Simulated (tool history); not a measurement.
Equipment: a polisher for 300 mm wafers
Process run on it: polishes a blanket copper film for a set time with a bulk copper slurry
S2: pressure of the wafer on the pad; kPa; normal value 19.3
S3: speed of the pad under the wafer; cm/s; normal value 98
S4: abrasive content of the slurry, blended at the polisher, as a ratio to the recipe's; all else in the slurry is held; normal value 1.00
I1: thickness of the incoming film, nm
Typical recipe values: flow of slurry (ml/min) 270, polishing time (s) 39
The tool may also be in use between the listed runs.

{"run": 1, "hour": 0.0, "flow of slurry (ml/min)": 270, "S2": 19.3, "S3": 98, "S4": 1.0, "polishing time (s)": 39, "I1": 1978.9, "film removed (nm)": 357.6}
{"run": 2, "hour": 52.4, "flow of slurry (ml/min)": 270, "S2": 19.3, "S3": 98, "S4": 1.0, "polishing time (s)": 39, "I1": 1966.4, "film removed (nm)": 356.7}
{"run": 3, "hour": 97.4, "flow of slurry (ml/min)": 335, "S2": 19.3, "S3": 98, "S4": 1.0, "polishing time (s)": 39, "I1": 1994.8, "film removed (nm)": 358.6}
{"run": 4, "hour": 162.4, "flow of slurry (ml/min)": 270, "S2": 19.3, "S3": 98, "S4": 1.0, "polishing time (s)": 39, "I1": 1977.2, "film removed (nm)": 342.4}
{"hour": 197.7, "done": "slurry blender recalibrated"}
{"run": 5, "hour": 228.6, "flow of slurry (ml/min)": 270, "S2": 19.3, "S3": 98, "S4": 1.0, "polishing time (s)": 39, "I1": 1990.3, "film removed (nm)": 330.5}
{"hour": 235.9, "done": "slurry nozzle cleaned"}
{"run": 6, "hour": 274.8, "flow of slurry (ml/min)": 270, "S2": 19.3, "S3": 98, "S4": 1.0, "polishing time (s)": 39, "I1": 1973.0, "film removed (nm)": 368.8}
{"run": 7, "hour": 323.7, "flow of slurry (ml/min)": 270, "S2": 19.3, "S3": 98, "S4": 1.0, "polishing time (s)": 39, "I1": 1995.3, "film removed (nm)": 360.7}
{"hour": 333.5, "done": "worn pad replaced by a new one"}
{"run": 8, "hour": 383.7, "flow of slurry (ml/min)": 270, "S2": 19.3, "S3": 98, "S4": 0.9, "polishing time (s)": 31, "I1": 1956.7, "film removed (nm)": 281.0}
{"hour": 403.9, "done": "head pressure recalibrated"}
{"run": 9, "hour": 449.6, "flow of slurry (ml/min)": 270, "S2": 19.3, "S3": 98, "S4": 0.9, "polishing time (s)": 31, "I1": 1985.0, "film removed (nm)": 280.7}
{"run": 10, "hour": 521.3, "flow of slurry (ml/min)": 270, "S2": 19.3, "S3": 98, "S4": 1.0, "polishing time (s)": 39, "I1": 1984.5, "film removed (nm)": 353.6}
{"run": 11, "hour": 554.7, "flow of slurry (ml/min)": 270, "S2": 19.3, "S3": 98, "S4": 1.0, "polishing time (s)": 39, "I1": 1959.2, "film removed (nm)": 356.1}
{"run": 12, "hour": 588.7, "flow of slurry (ml/min)": 270, "S2": 19.3, "S3": 98, "S4": 1.0, "polishing time (s)": 39, "I1": 1967.0, "film removed (nm)": 361.0}
{"hour": 599.8, "done": "slurry blender recalibrated"}
{"run": 13, "hour": 642.3, "flow of slurry (ml/min)": 270, "S2": 19.3, "S3": 98, "S4": 1.0, "polishing time (s)": 39, "I1": 2015.0, "film removed (nm)": 365.0}
{"run": 14, "hour": 673.4, "flow of slurry (ml/min)": 315, "S2": 24.1, "S3": 88, "S4": 1.0, "polishing time (s)": 35, "I1": 1977.6, "film removed (nm)": 374.3}
{"hour": 679.4, "done": "worn pad replaced by a new one"}
{"run": 15, "hour": 734.0, "flow of slurry (ml/min)": 270, "S2": 19.3, "S3": 98, "S4": 1.0, "polishing time (s)": 39, "I1": 1966.0, "film removed (nm)": 355.1}
{"run": 16, "hour": 803.7, "flow of slurry (ml/min)": 270, "S2": 19.3, "S3": 98, "S4": 1.0, "polishing time (s)": 39, "I1": 1968.4, "film removed (nm)": 351.4}
{"hour": 818.1, "done": "slurry nozzle cleaned"}
{"run": 17, "hour": 849.3, "flow of slurry (ml/min)": 270, "S2": 19.3, "S3": 98, "S4": 1.0, "polishing time (s)": 39, "I1": 1976.6, "film removed (nm)": 363.7}
{"run": 18, "hour": 876.9, "flow of slurry (ml/min)": 315, "S2": 19.3, "S3": 98, "S4": 1.25, "polishing time (s)": 39, "I1": 1965.3, "film removed (nm)": 391.0}
{"hour": 900.1, "done": "head pressure recalibrated"}
{"run": 19, "hour": 929.5, "flow of slurry (ml/min)": 270, "S2": 12.4, "S3": 98, "S4": 1.0, "polishing time (s)": 39, "I1": 1982.5, "film removed (nm)": 231.5}
{"run": 20, "hour": 955.5, "flow of slurry (ml/min)": 195, "S2": 15.2, "S3": 90, "S4": 1.0, "polishing time (s)": 50, "I1": 2006.2, "film removed (nm)": 314.6}
{"hour": 965.5, "done": "slurry blender recalibrated"}
{"hour": 1008.4, "done": "worn pad replaced by a new one"}
{"run": 21, "hour": 1019.4, "flow of slurry (ml/min)": 270, "S2": 19.3, "S3": 80, "S4": 1.0, "polishing time (s)": 39, "I1": 1997.2, "film removed (nm)": 298.4}
{"run": 22, "hour": 1059.6, "flow of slurry (ml/min)": 270, "S2": 12.4, "S3": 98, "S4": 1.0, "polishing time (s)": 39, "I1": 2018.5, "film removed (nm)": 236.8}
{"run": 23, "hour": 1112.7, "flow of slurry (ml/min)": 270, "S2": 19.3, "S3": 98, "S4": 1.0, "polishing time (s)": 39, "I1": 1963.3, "film removed (nm)": 356.7}
{"run": 24, "hour": 1155.6, "flow of slurry (ml/min)": 270, "S2": 19.3, "S3": 86, "S4": 1.0, "polishing time (s)": 39, "I1": 1971.4, "film removed (nm)": 323.8}
{"run": 25, "hour": 1224.6, "flow of slurry (ml/min)": 270, "S2": 19.3, "S3": 98, "S4": 1.0, "polishing time (s)": 39, "I1": 1980.6, "film removed (nm)": 361.1}
{"run": 26, "hour": 1293.9, "flow of slurry (ml/min)": 240, "S2": 19.3, "S3": 98, "S4": 1.1, "polishing time (s)": 39, "I1": 1983.4, "film removed (nm)": 361.0}
{"run": 27, "hour": 1353.7, "flow of slurry (ml/min)": 270, "S2": 13.1, "S3": 98, "S4": 1.0, "polishing time (s)": 26, "I1": 1952.5, "film removed (nm)": 156.1}
{"hour": 1359.2, "done": "worn pad replaced by a new one"}
{"hour": 1379.2, "done": "slurry blender recalibrated"}
{"run": 28, "hour": 1414.1, "flow of slurry (ml/min)": 270, "S2": 19.3, "S3": 98, "S4": 1.0, "polishing time (s)": 39, "I1": 1994.6, "film removed (nm)": 347.2}
{"hour": 1440.5, "done": "head pressure recalibrated"}
{"run": 29, "hour": 1441.0, "flow of slurry (ml/min)": 270, "S2": 19.3, "S3": 98, "S4": 1.25, "polishing time (s)": 39, "I1": 2004.3, "film removed (nm)": 361.4}
{"run": 30, "hour": 1475.6, "flow of slurry (ml/min)": 300, "S2": 15.9, "S3": 106, "S4": 1.0, "polishing time (s)": 48, "I1": 1973.3, "film removed (nm)": 374.6}

Had the tool no unlogged condition, and each run kept its random variation, what would the results have been?
Unlogged tool condition in this case: removal rate lost through wear of the pad, %; slurry flow missing at the pad, %; deviation of the head's pressure from its setpoint, %; abrasive missing from the slurry, %.
run=1 film_removed_(nm)=368.4
run=2 film_removed_(nm)=370.7
run=3 film_removed_(nm)=372.6
run=4 film_removed_(nm)=365.7
run=5 film_removed_(nm)=362.5
run=6 film_removed_(nm)=369.9
run=7 film_removed_(nm)=362.0
run=8 film_removed_(nm)=282.4
run=9 film_removed_(nm)=282.8
run=10 film_removed_(nm)=357.8
run=11 film_removed_(nm)=361.2
run=12 film_removed_(nm)=367.3
run=13 film_removed_(nm)=373.5
run=14 film_removed_(nm)=383.0
run=15 film_removed_(nm)=368.1
run=16 film_removed_(nm)=369.7
run=17 film_removed_(nm)=365.3
run=18 film_removed_(nm)=392.6
run=19 film_removed_(nm)=232.8
run=20 film_removed_(nm)=317.4
run=21 film_removed_(nm)=301.0
run=22 film_removed_(nm)=239.3
run=23 film_removed_(nm)=361.8
run=24 film_removed_(nm)=329.6
run=25 film_removed_(nm)=370.2
run=26 film_removed_(nm)=375.5
run=27 film_removed_(nm)=163.5
run=28 film_removed_(nm)=369.3
run=29 film_removed_(nm)=387.7
run=30 film_removed_(nm)=403.7
